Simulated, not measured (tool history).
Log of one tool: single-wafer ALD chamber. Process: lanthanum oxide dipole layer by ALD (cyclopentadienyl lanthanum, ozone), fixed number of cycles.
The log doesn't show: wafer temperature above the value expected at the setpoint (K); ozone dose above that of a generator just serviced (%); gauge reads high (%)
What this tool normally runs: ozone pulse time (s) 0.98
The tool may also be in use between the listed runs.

run	hour	ozone pulse time (s)	wafers since the last listed run	hours since the last thermocouple change	hours since the last ozone generator service	hours since the showerhead was replaced	hours since the gauge calibration	read-back reference wafer on the same gauge, thickness_nm	mean film thickness on the monitor wafer (nm)
1	0	1.27	0	122.3	1187.2	2734.9	1773.8	0.647	0.565
2	78.8	1.27	861	201.1	1266	2813.7	1852.6	0.647	0.563
3	154.1	0.98	822	276.4	1341.3	2889	1927.9	0.647	0.516
4	253.3	0.98	1084	375.6	1440.5	2988.2	2027.1	0.647	0.517
5	325.8	0.98	792	448.1	1513	3060.7	2099.6	0.647	0.517
6	384.3	0.98	639	506.6	1571.5	3119.2	2158.1	0.647	0.515
7	446.2	0.98	676	568.5	1633.4	3181.1	2220	0.647	0.517
8	487.6	0.98	452	609.9	1674.8	3222.5	2261.4	0.647	0.514
# hour 513.4: ozone generator serviced
9	568.5	0.98	796	690.8	55.1	3303.4	2342.3	0.648	0.537
10	664.7	0.98	1051	787	151.3	3399.6	2438.5	0.647	0.531
11	732.9	0.98	745	855.2	219.5	3467.8	2506.7	0.647	0.531
12	793.4	0.98	661	915.7	280	3528.3	2567.2	0.647	0.529
13	895.5	0.68	1115	1017.8	382.1	3630.4	2669.3	0.647	0.452
# hour 897.5: gauge calibrated
14	947.4	0.68	567	1069.7	434	3682.3	49.9	0.647	0.451
15	990.1	1.3	466	1112.4	476.7	3725	92.6	0.647	0.575
16	1077.1	0.82	950	1199.4	563.7	3812	179.6	0.648	0.489
17	1165.5	0.98	966	1287.8	652.1	3900.4	268	0.647	0.522
18	1222.3	0.98	620	1344.6	708.9	3957.2	324.8	0.647	0.523
19	1291.8	1.24	759	1414.1	778.4	4026.7	394.3	0.647	0.559
# hour 1334.6: showerhead replaced, of another model than before
# hour 1341.5: thermocouple changed; heater temperature recalibrated
20	1355.4	1.34	531	13.9	842	20.8	457.9	0.647	0.582
21	1449	0.83	1022	107.5	935.6	114.4	551.5	0.647	0.432
22	1545.4	0.7	1053	203.9	1032	210.8	647.9	0.646	0.346
23	1631.2	1.16	937	289.7	1117.8	296.6	733.7	0.647	0.546
24	1853.3	0.77	2427	511.8	1339.9	518.7	955.8	0.647	0.393
# hour 1923.2: ozone generator serviced
25	1959.3	1.11	1071	617.8	36.1	624.7	1061.8	0.647	0.564
26	1998.6	0.98	429	657.1	75.4	664	1101.1	0.647	0.525
27	2074.6	0.98	830	733.1	151.4	740	1177.1	0.647	0.522
28	2121	1.09	507	779.5	197.8	786.4	1223.5	0.647	0.551
29	2177.9	0.98	621	836.4	254.7	843.3	1280.4	0.646	0.517
30	2262.6	0.98	925	921.1	339.4	928	1365.1	0.647	0.511
31	2345.5	0.68	905	1004	422.3	1010.9	1448	0.647	0.34
32	2418	1.33	792	1076.5	494.8	1083.4	1520.5	0.647	0.584
33	2461.6	0.79	476	1120.1	538.4	1127	1564.1	0.647	0.41
34	2510.5	1.19	534	1169	587.3	1175.9	1613	0.647	0.56
35	2584.2	0.62	805	1242.7	661	1249.6	1686.7	0.647	0.277

Forecast each of these 3 alternatives for the next run:
A	2584.6	0.98	4	1243.1	661.4	1250	1687.1	?	?
B	2584.6	0.59	4	1243.1	661.4	1250	1687.1	?	?
C	2584.6	0.73	4	1243.1	661.4	1250	1687.1	?	?

run	read-back reference wafer on the same gauge, thickness_nm	mean film thickness on the monitor wafer (nm)
A	0.647	0.495
B	0.647	0.247
C	0.647	0.367
Take away the tool's hidden state, keep each run's random variation, and the runs would have read:
run	mean film thickness on the monitor wafer (nm)
A	0.541
B	0.295
C	0.422
